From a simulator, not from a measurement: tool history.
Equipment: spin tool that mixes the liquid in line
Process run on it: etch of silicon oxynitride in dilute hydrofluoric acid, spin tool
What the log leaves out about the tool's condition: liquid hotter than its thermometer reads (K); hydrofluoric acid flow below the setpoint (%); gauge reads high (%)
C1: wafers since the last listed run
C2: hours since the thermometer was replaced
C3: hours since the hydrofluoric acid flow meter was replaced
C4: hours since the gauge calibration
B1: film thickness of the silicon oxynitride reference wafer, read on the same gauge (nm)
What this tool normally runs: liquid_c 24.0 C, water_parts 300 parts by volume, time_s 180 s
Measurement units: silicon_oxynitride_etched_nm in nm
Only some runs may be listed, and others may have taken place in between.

{"run": 1, "hour": 0.0, "liquid_c": 24.0, "water_parts": 300, "time_s": 180, "C1": 0, "C2": 981.1, "C3": 1083.1, "C4": 701.3, "B1": 99.99, "silicon_oxynitride_etched_nm": 0.757}
{"run": 2, "hour": 13.1, "liquid_c": 24.0, "water_parts": 300, "time_s": 180, "C1": 100, "C2": 994.2, "C3": 1096.2, "C4": 714.4, "B1": 99.998, "silicon_oxynitride_etched_nm": 0.742}
{"hour": 18.7, "done": "gauge calibrated"}
{"run": 3, "hour": 19.3, "liquid_c": 24.0, "water_parts": 300, "time_s": 260, "C1": 47, "C2": 1000.4, "C3": 1102.4, "C4": 0.6, "B1": 100.006, "silicon_oxynitride_etched_nm": 1.094}
{"run": 4, "hour": 60.7, "liquid_c": 24.0, "water_parts": 365, "time_s": 180, "C1": 316, "C2": 1041.8, "C3": 1143.8, "C4": 42.0, "B1": 99.995, "silicon_oxynitride_etched_nm": 0.567}
{"run": 5, "hour": 76.8, "liquid_c": 24.0, "water_parts": 365, "time_s": 180, "C1": 122, "C2": 1057.9, "C3": 1159.9, "C4": 58.1, "B1": 99.968, "silicon_oxynitride_etched_nm": 0.583}
{"run": 6, "hour": 94.5, "liquid_c": 24.0, "water_parts": 300, "time_s": 180, "C1": 135, "C2": 1075.6, "C3": 1177.6, "C4": 75.8, "B1": 99.987, "silicon_oxynitride_etched_nm": 0.728}
{"hour": 100.1, "done": "hydrofluoric acid flow meter replaced"}
{"run": 7, "hour": 111.7, "liquid_c": 24.0, "water_parts": 300, "time_s": 180, "C1": 123, "C2": 1092.8, "C3": 11.6, "C4": 93.0, "B1": 100.024, "silicon_oxynitride_etched_nm": 0.843}
{"run": 8, "hour": 121.3, "liquid_c": 24.0, "water_parts": 300, "time_s": 180, "C1": 73, "C2": 1102.4, "C3": 21.2, "C4": 102.6, "B1": 99.996, "silicon_oxynitride_etched_nm": 0.906}
{"run": 9, "hour": 137.1, "liquid_c": 24.0, "water_parts": 300, "time_s": 180, "C1": 120, "C2": 1118.2, "C3": 37.0, "C4": 118.4, "B1": 100.011, "silicon_oxynitride_etched_nm": 0.858}
{"run": 10, "hour": 152.7, "liquid_c": 24.0, "water_parts": 345, "time_s": 180, "C1": 119, "C2": 1133.8, "C3": 52.6, "C4": 134.0, "B1": 99.955, "silicon_oxynitride_etched_nm": 0.719}
{"run": 11, "hour": 167.4, "liquid_c": 26.0, "water_parts": 360, "time_s": 230, "C1": 112, "C2": 1148.5, "C3": 67.3, "C4": 148.7, "B1": 100.005, "silicon_oxynitride_etched_nm": 0.968}
{"run": 12, "hour": 179.9, "liquid_c": 27.5, "water_parts": 160, "time_s": 105, "C1": 95, "C2": 1161.0, "C3": 79.8, "C4": 161.2, "B1": 99.961, "silicon_oxynitride_etched_nm": 1.194}
{"run": 13, "hour": 193.2, "liquid_c": 24.0, "water_parts": 300, "time_s": 180, "C1": 101, "C2": 1174.3, "C3": 93.1, "C4": 174.5, "B1": 100.003, "silicon_oxynitride_etched_nm": 0.868}
{"run": 14, "hour": 200.6, "liquid_c": 24.0, "water_parts": 300, "time_s": 235, "C1": 56, "C2": 1181.7, "C3": 100.5, "C4": 181.9, "B1": 100.019, "silicon_oxynitride_etched_nm": 1.139}
{"run": 15, "hour": 216.0, "liquid_c": 21.0, "water_parts": 340, "time_s": 250, "C1": 117, "C2": 1197.1, "C3": 115.9, "C4": 197.3, "B1": 99.987, "silicon_oxynitride_etched_nm": 0.945}
{"run": 16, "hour": 226.0, "liquid_c": 28.0, "water_parts": 405, "time_s": 145, "C1": 76, "C2": 1207.1, "C3": 125.9, "C4": 207.3, "B1": 100.014, "silicon_oxynitride_etched_nm": 0.558}
{"hour": 232.1, "done": "thermometer replaced"}
{"run": 17, "hour": 239.9, "liquid_c": 20.0, "water_parts": 395, "time_s": 180, "C1": 98, "C2": 7.8, "C3": 139.8, "C4": 221.2, "B1": 100.024, "silicon_oxynitride_etched_nm": 0.528}
{"run": 18, "hour": 251.4, "liquid_c": 22.5, "water_parts": 300, "time_s": 180, "C1": 87, "C2": 19.3, "C3": 151.3, "C4": 232.7, "B1": 100.016, "silicon_oxynitride_etched_nm": 0.787}
{"run": 19, "hour": 265.2, "liquid_c": 21.0, "water_parts": 380, "time_s": 255, "C1": 105, "C2": 33.1, "C3": 165.1, "C4": 246.5, "B1": 100.023, "silicon_oxynitride_etched_nm": 0.799}
{"run": 20, "hour": 277.0, "liquid_c": 24.0, "water_parts": 300, "time_s": 180, "C1": 90, "C2": 44.9, "C3": 176.9, "C4": 258.3, "B1": 100.012, "silicon_oxynitride_etched_nm": 0.828}
{"run": 21, "hour": 284.3, "liquid_c": 24.0, "water_parts": 300, "time_s": 180, "C1": 55, "C2": 52.2, "C3": 184.2, "C4": 265.6, "B1": 99.961, "silicon_oxynitride_etched_nm": 0.826}
{"run": 22, "hour": 298.4, "liquid_c": 24.0, "water_parts": 300, "time_s": 180, "C1": 107, "C2": 66.3, "C3": 198.3, "C4": 279.7, "B1": 99.986, "silicon_oxynitride_etched_nm": 0.855}
{"run": 23, "hour": 309.4, "liquid_c": 21.0, "water_parts": 180, "time_s": 230, "C1": 83, "C2": 77.3, "C3": 209.3, "C4": 290.7, "B1": 100.022, "silicon_oxynitride_etched_nm": 1.683}
{"run": 24, "hour": 327.2, "liquid_c": 24.0, "water_parts": 260, "time_s": 180, "C1": 135, "C2": 95.1, "C3": 227.1, "C4": 308.5, "B1": 99.99, "silicon_oxynitride_etched_nm": 1.011}
{"run": 25, "hour": 340.4, "liquid_c": 24.0, "water_parts": 300, "time_s": 180, "C1": 100, "C2": 108.3, "C3": 240.3, "C4": 321.7, "B1": 100.029, "silicon_oxynitride_etched_nm": 0.832}
{"run": 26, "hour": 357.6, "liquid_c": 21.5, "water_parts": 300, "time_s": 100, "C1": 131, "C2": 125.5, "C3": 257.5, "C4": 338.9, "B1": 99.987, "silicon_oxynitride_etched_nm": 0.419}
{"run": 27, "hour": 375.7, "liquid_c": 24.0, "water_parts": 180, "time_s": 180, "C1": 138, "C2": 143.6, "C3": 275.6, "C4": 357.0, "B1": 100.001, "silicon_oxynitride_etched_nm": 1.437}
{"run": 28, "hour": 386.4, "liquid_c": 24.0, "water_parts": 220, "time_s": 180, "C1": 81, "C2": 154.3, "C3": 286.3, "C4": 367.7, "B1": 99.984, "silicon_oxynitride_etched_nm": 1.209}
{"run": 29, "hour": 403.0, "liquid_c": 24.0, "water_parts": 390, "time_s": 275, "C1": 126, "C2": 170.9, "C3": 302.9, "C4": 384.3, "B1": 99.992, "silicon_oxynitride_etched_nm": 0.94}
{"run": 30, "hour": 417.0, "liquid_c": 20.5, "water_parts": 155, "time_s": 180, "C1": 106, "C2": 184.9, "C3": 316.9, "C4": 398.3, "B1": 99.969, "silicon_oxynitride_etched_nm": 1.558}
{"run": 31, "hour": 425.8, "liquid_c": 20.5, "water_parts": 170, "time_s": 250, "C1": 67, "C2": 193.7, "C3": 325.7, "C4": 407.1, "B1": 100.042, "silicon_oxynitride_etched_nm": 1.932}
{"run": 32, "hour": 435.7, "liquid_c": 24.0, "water_parts": 185, "time_s": 220, "C1": 75, "C2": 203.6, "C3": 335.6, "C4": 417.0, "B1": 99.976, "silicon_oxynitride_etched_nm": 1.799}
{"run": 33, "hour": 448.9, "liquid_c": 28.5, "water_parts": 360, "time_s": 180, "C1": 100, "C2": 216.8, "C3": 348.8, "C4": 430.2, "B1": 100.012, "silicon_oxynitride_etched_nm": 0.784}

Measured less the same run without the tool's hidden state. The same run-to-run variation is in both; the gauge's scatter may not be:
run=1 silicon_oxynitride_etched_nm=-0.136
run=2 silicon_oxynitride_etched_nm=-0.134
run=3 silicon_oxynitride_etched_nm=-0.200
run=4 silicon_oxynitride_etched_nm=-0.110
run=5 silicon_oxynitride_etched_nm=-0.115
run=6 silicon_oxynitride_etched_nm=-0.141
run=7 silicon_oxynitride_etched_nm=-0.011
run=8 silicon_oxynitride_etched_nm=-0.012
run=9 silicon_oxynitride_etched_nm=-0.014
run=10 silicon_oxynitride_etched_nm=-0.013
run=11 silicon_oxynitride_etched_nm=-0.019
run=12 silicon_oxynitride_etched_nm=-0.024
run=13 silicon_oxynitride_etched_nm=-0.019
run=14 silicon_oxynitride_etched_nm=-0.027
run=15 silicon_oxynitride_etched_nm=-0.024
run=16 silicon_oxynitride_etched_nm=-0.016
run=17 silicon_oxynitride_etched_nm=-0.015
run=18 silicon_oxynitride_etched_nm=-0.023
run=19 silicon_oxynitride_etched_nm=-0.025
run=20 silicon_oxynitride_etched_nm=-0.027
run=21 silicon_oxynitride_etched_nm=-0.027
run=22 silicon_oxynitride_etched_nm=-0.030
run=23 silicon_oxynitride_etched_nm=-0.057
run=24 silicon_oxynitride_etched_nm=-0.038
run=25 silicon_oxynitride_etched_nm=-0.034
run=26 silicon_oxynitride_etched_nm=-0.017
run=27 silicon_oxynitride_etched_nm=-0.060
run=28 silicon_oxynitride_etched_nm=-0.053
run=29 silicon_oxynitride_etched_nm=-0.047
run=30 silicon_oxynitride_etched_nm=-0.071
run=31 silicon_oxynitride_etched_nm=-0.091
run=32 silicon_oxynitride_etched_nm=-0.089
run=33 silicon_oxynitride_etched_nm=-0.044
